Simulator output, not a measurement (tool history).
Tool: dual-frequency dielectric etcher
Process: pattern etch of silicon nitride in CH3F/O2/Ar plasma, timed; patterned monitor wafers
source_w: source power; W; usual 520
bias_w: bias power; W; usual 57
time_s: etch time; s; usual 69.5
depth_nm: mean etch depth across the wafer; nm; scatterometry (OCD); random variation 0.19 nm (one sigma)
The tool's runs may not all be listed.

run,hour,source_w,bias_w,time_s,"read-back reference wafer on the same gauge, depth_nm",depth_nm
1,0.0,520,57,69.5,45.15,44.55
# hour 37.2: wet clean of the chamber
2,97.6,520,57,69.5,45.21,44.67
3,248.6,520,57,69.5,45.18,44.50
4,311.5,520,61,69.5,45.21,45.19
5,345.0,520,61,69.5,45.19,45.81
# hour 378.4: gauge calibrated
# hour 434.3: wet clean of the chamber
6,434.8,520,61,69.5,45.13,45.40
# hour 484.6: upper electrode replaced
7,485.1,520,57,69.5,45.22,44.68
# hour 501.9: bias power generator calibrated
8,516.1,520,57,69.5,45.25,44.54
9,585.0,520,57,69.5,45.20,44.25
10,632.2,520,57,69.5,45.21,44.60
# hour 738.4: source power generator calibrated
11,753.5,520,57,69.5,45.23,44.19
# hour 817.1: wet clean of the chamber
12,817.6,520,57,51.5,45.12,32.79
13,874.7,400,61,53.0,45.27,30.78
14,899.5,450,57,69.5,45.30,41.60

The next listed run, before its measurement:
15,968.6,590,44,76.0,?,?

read-back reference wafer on the same gauge, depth_nm: 45.32
depth_nm: 47.31 nm
Without the tool's hidden state the same run would have given depth_nm 47.31 nm.
